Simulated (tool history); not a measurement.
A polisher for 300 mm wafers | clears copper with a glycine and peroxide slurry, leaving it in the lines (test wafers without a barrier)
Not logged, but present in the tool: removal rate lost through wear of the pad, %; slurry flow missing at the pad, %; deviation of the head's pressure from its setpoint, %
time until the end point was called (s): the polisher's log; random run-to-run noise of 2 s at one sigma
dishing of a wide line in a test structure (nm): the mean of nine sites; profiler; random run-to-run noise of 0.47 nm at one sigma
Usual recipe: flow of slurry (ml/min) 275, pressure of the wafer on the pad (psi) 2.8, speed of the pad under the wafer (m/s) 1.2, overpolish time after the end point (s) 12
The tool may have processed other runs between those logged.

run    hour  flow of slurry (ml/min)  pressure of the wafer on the pad (psi)  speed of the pad under the wafer (m/s)  overpolish time after the end point (s)  wafers since the last listed run  wafers polished on this pad  hours since the slurry nozzle was cleaned  hours since the head pressure was calibrated  incoming thickness of the incoming film, nm  time until the end point was called (s)  dishing of a wide line in a test structure (nm)
  1       0                      275                                     2.8                                     1.2                                       12                                 0                         1957                                       39.6                                          89.1                                        881.7                                    179.5                                             37.7
         24  -- worn pad replaced by a new one
  2      93                      275                                     2.8                                     1.2                                       12                               662                          513                                      132.6                                         182.1                                        902.5                                    161.6                                               41
  3   141.3                      275                                     2.8                                     1.2                                       12                               359                          872                                      180.9                                         230.4                                        911.3                                      169                                             40.8
  4   203.2                      275                                     2.8                                    1.48                                       12                               460                         1333                                      242.8                                         292.3                                          896                                      142                                             45.3
  5   282.7                      275                                     2.8                                    1.48                                       12                               591                         1924                                      322.3                                         371.8                                        905.5                                    152.5                                             42.9
      352.2  -- worn pad replaced by a new one
      496.1  -- head pressure recalibrated
      522.5  -- slurry nozzle cleaned
  6   562.5                      345                                     2.8                                     1.2                                       12                              2029                         1542                                         40                                          66.4                                          907                                    168.9                                             39.2
      677.9  -- worn pad replaced by a new one
  7   757.9                      345                                     2.8                                     1.2                                       12                              1424                          595                                      235.4                                         261.8                                        886.7                                    158.6                                             41.3
  8   841.3                      345                                     2.8                                     1.2                                       12                               620                         1215                                      318.8                                         345.2                                        887.8                                    165.4                                             39.8
  9   909.2                      365                                     1.8                                    0.94                                        7                               505                         1721                                      386.7                                         413.1                                        888.5                                    262.2                                             16.8
      988.6  -- worn pad replaced by a new one
 10  1001.8                      365                                     2.8                                     1.2                                        9                               659                           98                                      479.3                                         505.7                                        913.8                                    174.9                                             32.1
 11  1093.7                      225                                     2.8                                    1.58                                       12                               683                          782                                      571.2                                         597.6                                        899.9                                    144.6                                             45.3
     1096.5  -- head pressure recalibrated
     1130.1  -- slurry nozzle cleaned
 12  1130.6                      275                                     1.8                                    1.52                                       12                               252                         1034                                        0.5                                          34.1                                        911.6                                    166.7                                             39.7
 13    1228                      275                                     2.2                                     1.2                                       17                               724                         1759                                       97.9                                         131.5                                        905.3                                    197.4                                             45.5
 14  1279.2                      275                                     2.8                                    1.56                                       14                               380                         2140                                      149.1                                         182.7                                        887.9                                    142.3                                             49.5
     1287.8  -- worn pad replaced by a new one
 15  1316.1                      275                                     2.8                                     1.2                                       12                               244                          210                                        186                                         219.6                                        917.6                                    164.5                                             42.1
 16    1418                      275                                     2.8                                     1.2                                        6                               758                          968                                      287.9                                         321.5                                        910.1                                    169.9                                             22.3
 17  1485.4                      275                                       2                                    0.88                                       10                               501                         1470                                      355.3                                         388.9                                        902.2                                    268.6                                               24

Each row is a separate what-if for the run after 17, all from the same tool condition, not one after another. Results?
  A  1485.9                      275                                     2.8                                     1.2                                       12                                 3                         1473                                      355.8                                         389.4                                        904.9                                        ?                                                ?
  B  1485.9                      185                                     2.8                                     1.2                                       12                                 3                         1473                                      355.8                                         389.4                                        904.9                                        ?                                                ?
  C  1485.9                      275                                     2.8                                    0.96                                       12                                 3                         1473                                      355.8                                         389.4                                        904.9                                        ?                                                ?
  D  1485.9                      275                                     3.4                                    1.02                                       12                                 3                         1473                                      355.8                                         389.4                                        904.9                                        ?                                                ?

run  time until the end point was called (s)  dishing of a wide line in a test structure (nm)
  A                                    178.7                                             38.5
  B                                    184.9                                             37.4
  C                                    215.1                                             33.2
  D                                    185.1                                             37.6
Take away the tool's hidden state, keep each run's random variation, and the runs would have read:
run  time until the end point was called (s)  dishing of a wide line in a test structure (nm)
  A                                    162.3                                             41.6
  B                                    167.9                                             40.5
  C                                    195.5                                               36
  D                                    168.1                                             40.7
